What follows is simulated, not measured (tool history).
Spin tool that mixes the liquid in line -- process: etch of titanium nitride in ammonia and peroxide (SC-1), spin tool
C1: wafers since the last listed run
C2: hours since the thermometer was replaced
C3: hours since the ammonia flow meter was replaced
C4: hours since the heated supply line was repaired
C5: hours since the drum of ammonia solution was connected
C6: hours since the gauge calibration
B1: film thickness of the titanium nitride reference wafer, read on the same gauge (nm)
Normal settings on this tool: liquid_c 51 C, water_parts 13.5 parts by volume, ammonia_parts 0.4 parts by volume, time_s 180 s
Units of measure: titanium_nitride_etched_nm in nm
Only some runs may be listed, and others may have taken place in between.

Run 1, hour 0: usual settings but water_parts 7 parts by volume, ammonia_parts 0.55 parts by volume; C1 0; C2 442.9; C3 119.2; C4 3011.1; C5 36.9; C6 517.2; B1 130.01. Result: titanium_nitride_etched_nm 12.13 nm.
Run 2, hour 6.3: usual settings; C1 64; C2 449.2; C3 125.5; C4 3017.4; C5 43.2; C6 523.5; B1 130.03. Result: titanium_nitride_etched_nm 8.1 nm.
Run 3, hour 12.9: usual settings but water_parts 19.5 parts by volume, ammonia_parts 0.25 parts by volume, time_s 145 s; C1 67; C2 455.8; C3 132.1; C4 3024; C5 49.8; C6 530.1; B1 130. Result: titanium_nitride_etched_nm 4.94 nm.
Run 4, hour 27.5: usual settings but liquid_c 45.5 C, water_parts 20 parts by volume, time_s 230 s; C1 149; C2 470.4; C3 146.7; C4 3038.6; C5 64.4; C6 544.7; B1 130. Result: titanium_nitride_etched_nm 5.59 nm.
At hour 30.4: gauge calibrated.
Run 5, hour 44.6: usual settings but liquid_c 58.5 C; C1 174; C2 487.5; C3 163.8; C4 3055.7; C5 81.5; C6 14.2; B1 130.01. Result: titanium_nitride_etched_nm 13.72 nm.
Run 6, hour 58.3: usual settings but liquid_c 55.5 C, ammonia_parts 0.5 parts by volume; C1 139; C2 501.2; C3 177.5; C4 3069.4; C5 95.2; C6 27.9; B1 129.98. Result: titanium_nitride_etched_nm 11.64 nm.
Run 7, hour 72.4: usual settings but liquid_c 46.5 C, ammonia_parts 0.25 parts by volume, time_s 265 s; C1 144; C2 515.3; C3 191.6; C4 3083.5; C5 109.3; C6 42; B1 129.99. Result: titanium_nitride_etched_nm 7.89 nm.
Run 8, hour 89.9: usual settings but time_s 210 s; C1 178; C2 532.8; C3 209.1; C4 3101; C5 126.8; C6 59.5; B1 129.99. Result: titanium_nitride_etched_nm 9.3 nm.
Run 9, hour 100.5: usual settings; C1 108; C2 543.4; C3 219.7; C4 3111.6; C5 137.4; C6 70.1; B1 129.99. Result: titanium_nitride_etched_nm 8.03 nm.
Run 10, hour 116.7: usual settings but liquid_c 44 C, water_parts 20.5 parts by volume, ammonia_parts 0.35 parts by volume, time_s 275 s; C1 165; C2 559.6; C3 235.9; C4 3127.8; C5 153.6; C6 86.3; B1 130.01. Result: titanium_nitride_etched_nm 5.63 nm.
At hour 120.7: heated supply line repaired.
Run 11, hour 127.9: usual settings but liquid_c 58.5 C; C1 104; C2 570.8; C3 247.1; C4 7.2; C5 164.8; C6 97.5; B1 129.98. Result: titanium_nitride_etched_nm 18.75 nm.
At hour 139.5: thermometer replaced.
Run 12, hour 158.9: usual settings; C1 306; C2 19.4; C3 278.1; C4 38.2; C5 195.8; C6 128.5; B1 130.01. Result: titanium_nitride_etched_nm 11.86 nm.
Run 13, hour 174.6: usual settings; C1 160; C2 35.1; C3 293.8; C4 53.9; C5 211.5; C6 144.2; B1 130.01. Result: titanium_nitride_etched_nm 11.6 nm.
Run 14, hour 183.3: usual settings but liquid_c 58 C; C1 88; C2 43.8; C3 302.5; C4 62.6; C5 220.2; C6 152.9; B1 129.99. Result: titanium_nitride_etched_nm 18.75 nm.
Run 15, hour 196: usual settings but liquid_c 54 C, water_parts 8 parts by volume, ammonia_parts 0.2 parts by volume, time_s 240 s; C1 129; C2 56.5; C3 315.2; C4 75.3; C5 232.9; C6 165.6; B1 130.03. Result: titanium_nitride_etched_nm 22.44 nm.
Run 16, hour 213.1: usual settings but liquid_c 44.5 C, time_s 285 s; C1 174; C2 73.6; C3 332.3; C4 92.4; C5 250; C6 182.7; B1 129.99. Result: titanium_nitride_etched_nm 11.79 nm.
Run 17, hour 230.1: usual settings but liquid_c 43 C, ammonia_parts 0.6 parts by volume, time_s 210 s; C1 173; C2 90.6; C3 349.3; C4 109.4; C5 267; C6 199.7; B1 130. Result: titanium_nitride_etched_nm 8.16 nm.
Run 18, hour 247.6: usual settings but liquid_c 47 C, time_s 80 s; C1 178; C2 108.1; C3 366.8; C4 126.9; C5 284.5; C6 217.2; B1 130.02. Result: titanium_nitride_etched_nm 3.89 nm.
Run 19, hour 254.1: usual settings but liquid_c 44 C, water_parts 9.5 parts by volume, ammonia_parts 0.3 parts by volume, time_s 85 s; C1 66; C2 114.6; C3 373.3; C4 133.4; C5 291; C6 223.7; B1 129.99. Result: titanium_nitride_etched_nm 3.8 nm.
Run 20, hour 261.9: usual settings; C1 79; C2 122.4; C3 381.1; C4 141.2; C5 298.8; C6 231.5; B1 130.02. Result: titanium_nitride_etched_nm 11.44 nm.
Run 21, hour 268.3: usual settings but water_parts 7.5 parts by volume, ammonia_parts 0.2 parts by volume, time_s 115 s; C1 65; C2 128.8; C3 387.5; C4 147.6; C5 305.2; C6 237.9; B1 130.01. Result: titanium_nitride_etched_nm 8.89 nm.
Run 22, hour 282.4: usual settings but liquid_c 55.5 C, ammonia_parts 0.5 parts by volume, time_s 265 s; C1 144; C2 142.9; C3 401.6; C4 161.7; C5 319.3; C6 252; B1 129.98. Result: titanium_nitride_etched_nm 24.3 nm.
Run 23, hour 292.1: usual settings but ammonia_parts 0.3 parts by volume; C1 99; C2 152.6; C3 411.3; C4 171.4; C5 329; C6 261.7; B1 129.99. Result: titanium_nitride_etched_nm 10.67 nm.

Hidden state or all else? Some run-to-run changes of titanium_nitride_etched_nm, split into what the settings, what came in and random variation would give without the hidden state, and what is left for the hidden state (with any gauge scatter that isn't in both results):
Hidden conditions of the tool in this case: liquid colder than its thermometer reads (K); ammonia flow below the setpoint (%); temperature lost on the way to the wafer (K); ammonia solution weaker than its label (%); gauge reads high (%).
Run 1 -> 2: water_parts 7 -> 13.5, ammonia_parts 0.55 -> 0.4. titanium_nitride_etched_nm -4.03 nm: hidden state +2.09, all else -6.12.
Run 4 -> 5: liquid_c 45.5 -> 58.5, water_parts 20 -> 13.5, time_s 230 -> 180, gauge calibrated. titanium_nitride_etched_nm +8.13 nm: hidden state -3.89, all else +12.02.
Run 21 -> 22: liquid_c 51 -> 55.5, water_parts 7.5 -> 13.5, ammonia_parts 0.2 -> 0.5, time_s 115 -> 265. titanium_nitride_etched_nm +15.41 nm: hidden state -1.25, all else +16.66.
Run 22 -> 23: liquid_c 55.5 -> 51, ammonia_parts 0.5 -> 0.3, time_s 265 -> 180. titanium_nitride_etched_nm -13.63 nm: hidden state +1.05, all else -14.68.
